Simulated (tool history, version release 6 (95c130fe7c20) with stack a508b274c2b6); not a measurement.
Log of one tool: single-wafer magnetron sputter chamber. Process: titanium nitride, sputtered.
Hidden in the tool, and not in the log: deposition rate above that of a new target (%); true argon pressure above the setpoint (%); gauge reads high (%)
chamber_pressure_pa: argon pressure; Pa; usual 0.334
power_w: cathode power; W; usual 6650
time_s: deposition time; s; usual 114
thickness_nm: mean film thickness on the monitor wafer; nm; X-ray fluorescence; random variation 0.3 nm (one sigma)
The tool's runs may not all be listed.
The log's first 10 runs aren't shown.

run	day	chamber_pressure_pa	power_w	time_s	wafers since the last listed run	wafers on the sputter target	hours since the last manometer calibration	hours since the magnet pack was replaced	hours since the gauge calibration	read-back reference wafer on the same gauge, thickness_nm	thickness_nm
11	5.229	0.445	6650	127	138	537	1914.5	41.0	113.5	106.967	140.915
# day 5.971: capacitance manometer re-zeroed and calibrated
12	5.992	0.440	8150	107	95	632	0.5	59.3	131.8	107.027	138.465
13	6.283	0.279	6650	114	65	697	7.5	66.3	138.8	106.963	133.178
14	7.025	0.224	6650	125	165	863	25.3	84.1	156.6	107.041	148.559
15	7.721	0.334	6650	114	155	1018	42.0	100.8	173.3	107.027	130.651
16	8.167	0.334	7600	114	99	1117	52.7	111.5	184.0	107.004	144.558
17	8.429	0.334	7150	114	58	1176	59.0	117.8	190.3	106.962	138.364
18	8.683	0.334	6650	114	56	1232	65.1	123.9	196.4	107.003	130.419
19	9.275	0.334	6650	114	131	1364	79.3	138.1	210.6	107.027	131.219
20	9.783	0.236	5600	125	113	1478	91.5	150.3	222.8	107.047	131.322
21	11.279	0.395	6650	97	333	1811	127.4	186.2	258.7	106.956	109.560
22	12.025	0.334	6650	114	166	1977	145.3	204.1	276.6	106.991	131.268
23	12.704	0.240	6650	114	151	2129	161.6	220.4	292.9	106.977	135.169
24	13.425	0.334	6650	114	160	2290	178.9	237.7	310.2	106.925	131.031
25	14.100	0.334	6650	114	150	2440	195.1	253.9	326.4	107.008	130.904
26	14.371	0.370	6000	114	60	2500	201.6	260.4	332.9	107.018	120.695
27	14.933	0.240	7600	114	125	2626	215.1	273.9	346.4	106.993	148.327
28	15.250	0.290	6650	94	70	2696	222.7	281.5	354.0	107.081	109.662
# day 16.000: sputter target and shields replaced
29	16.021	0.448	6650	114	97	4	241.2	300.0	372.5	106.986	126.653
30	16.433	0.334	6650	114	91	96	251.1	309.9	382.4	106.970	130.782
31	16.688	0.283	7450	133	56	153	257.2	316.0	388.5	107.036	168.833
32	17.242	0.467	6650	114	123	276	270.5	329.3	401.8	107.016	125.822
33	17.746	0.334	5950	122	112	389	282.6	341.4	413.9	107.032	129.894
34	18.046	0.334	6650	114	66	456	289.8	348.6	421.1	106.968	131.274
35	18.633	0.334	6650	114	130	587	303.9	362.7	435.2	106.956	131.298

4 ways to go on from here, each from the tool as it stands after run 35. What would each give?
A	18.650	0.334	8300	114	3	590	304.3	363.1	435.6	?	?
B	18.650	0.334	6650	127	3	590	304.3	363.1	435.6	?	?
C	18.650	0.334	6650	130	3	590	304.3	363.1	435.6	?	?
D	18.650	0.395	7350	133	3	590	304.3	363.1	435.6	?	?

run	read-back reference wafer on the same gauge, thickness_nm	thickness_nm
A	107.000	153.584
B	107.000	145.669
C	107.000	149.110
D	107.000	160.852
Without the tool's hidden state the same runs would have given:
run	thickness_nm
A	153.584
B	145.669
C	149.110
D	160.852

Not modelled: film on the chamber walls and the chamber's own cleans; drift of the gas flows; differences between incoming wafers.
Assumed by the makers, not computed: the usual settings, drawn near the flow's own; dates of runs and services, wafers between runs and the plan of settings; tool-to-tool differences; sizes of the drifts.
